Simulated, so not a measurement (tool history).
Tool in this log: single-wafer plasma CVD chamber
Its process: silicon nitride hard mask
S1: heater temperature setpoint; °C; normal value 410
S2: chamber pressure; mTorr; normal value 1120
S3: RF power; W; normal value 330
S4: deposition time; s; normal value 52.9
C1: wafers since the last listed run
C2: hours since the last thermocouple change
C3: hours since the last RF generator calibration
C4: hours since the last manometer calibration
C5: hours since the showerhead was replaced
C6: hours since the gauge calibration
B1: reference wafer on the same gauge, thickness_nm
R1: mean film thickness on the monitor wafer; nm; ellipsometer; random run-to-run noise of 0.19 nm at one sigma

run   hour   S1    S2   S3    S4   C1      C2      C3      C4      C5     C6      B1      R1
  1    0.0  410  1120  330  52.9    0   840.0   996.2  2351.9  8081.8  234.8  46.109  50.773
       2.8  -- gauge calibrated
  2   12.9  410  1120  330  52.9  289   852.9  1009.1  2364.8  8094.7   10.1  46.104  50.746
  3   30.3  410  1120  330  52.9  390   870.3  1026.5  2382.2  8112.1   27.5  46.126  50.986
  4   41.5  417  1120  330  57.8  251   881.5  1037.7  2393.4  8123.3   38.7  46.119  55.601
  5   49.8  417  1120  330  57.8  186   889.8  1046.0  2401.7  8131.6   47.0  46.088  55.640
  6   61.8  410  1120  330  52.9  269   901.8  1058.0  2413.7  8143.6   59.0  46.110  50.990
  7   77.2  410  1120  330  52.9  345   917.2  1073.4  2429.1  8159.0   74.4  46.096  50.819
  8   89.5  410  1120  330  52.9  275   929.5  1085.7  2441.4  8171.3   86.7  46.127  51.075
  9   95.9  410  1120  330  52.9  143   935.9  1092.1  2447.8  8177.7   93.1  46.117  51.062
 10  102.5  410  1120  330  52.9  148   942.5  1098.7  2454.4  8184.3   99.7  46.094  50.955
 11  118.7  404  1120  330  52.9  363   958.7  1114.9  2470.6  8200.5  115.9  46.116  51.154
     131.9  -- RF generator calibrated
 12  132.4  410  1120  330  52.9  127   972.4     0.5  2484.3  8214.2  129.6  46.092  48.769
 13  142.1  410  1120  330  52.9  217   982.1    10.2  2494.0  8223.9  139.3  46.104  48.836
 14  160.0  410  1120  330  52.9  401  1000.0    28.1  2511.9  8241.8  157.2  46.129  48.575
     173.9  -- showerhead replaced
     177.9  -- RF generator calibrated, repeated, since the last time left the tool worse
     180.1  -- thermocouple changed; heater temperature recalibrated
 15  180.6  414  1370  360  56.5  142     0.5     2.7  2532.5     6.7  177.8  46.093  64.934
 16  184.6  420   950  310  48.8   89     4.5     6.7  2536.5    10.7  181.8  46.096  43.575
 17  201.7  410  1120  330  52.9  383    21.6    23.8  2553.6    27.8  198.9  46.088  52.918
 18  211.3  410  1120  330  52.9  215    31.2    33.4  2563.2    37.4  208.5  46.122  52.953
     214.9  -- gauge calibrated
     228.9  -- capacitance manometer re-zeroed and calibrated
 19  229.4  410   880  330  48.3  226    49.3    51.5     0.5    55.5   14.5  46.112  44.179
 20  236.9  410  1120  330  52.9  168    56.8    59.0     8.0    63.0   22.0  46.105  52.913
 21  245.4  403  1220  295  58.1  190    65.3    67.5    16.5    71.5   30.5  46.078  54.249
 22  261.2  416  1120  360  60.9  354    81.1    83.3    32.3    87.3   46.3  46.114  64.740
 23  269.6  406  1120  330  52.9  188    89.5    91.7    40.7    95.7   54.7  46.102  52.879
 24  282.0  410  1120  300  43.5  278   101.9   104.1    53.1   108.1   67.1  46.124  39.735
 25  291.8  410  1330  330  45.6  219   111.7   113.9    62.9   117.9   76.9  46.094  47.926
 26  304.6  402  1000  285  57.6  287   124.5   126.7    75.7   130.7   89.7  46.098  48.444

The tool's hidden state at each run:
wafer temperature above the value expected at the setpoint (K): 0, the same for each run
true pressure above the setpoint (%): 0, the same for each run
gauge reads high (%): 0, the same for each run
H1: delivered RF power above the setpoint (%)
run      H1
  1   -5.25
  2   -5.26
  3   -5.27
  4   -5.28
  5   -5.29
  6    -5.3
  7   -5.31
  8   -5.32
  9   -5.32
 10   -5.33
 11   -5.34
 12   -9.77
 13   -9.91
 14   -10.2
 15  -0.313
 16  -0.373
 17  -0.622
 18  -0.756
 19  -0.999
 20    -1.1
 21    -1.2
 22    -1.4
 23    -1.5
 24   -1.64
 25   -1.75
 26   -1.89
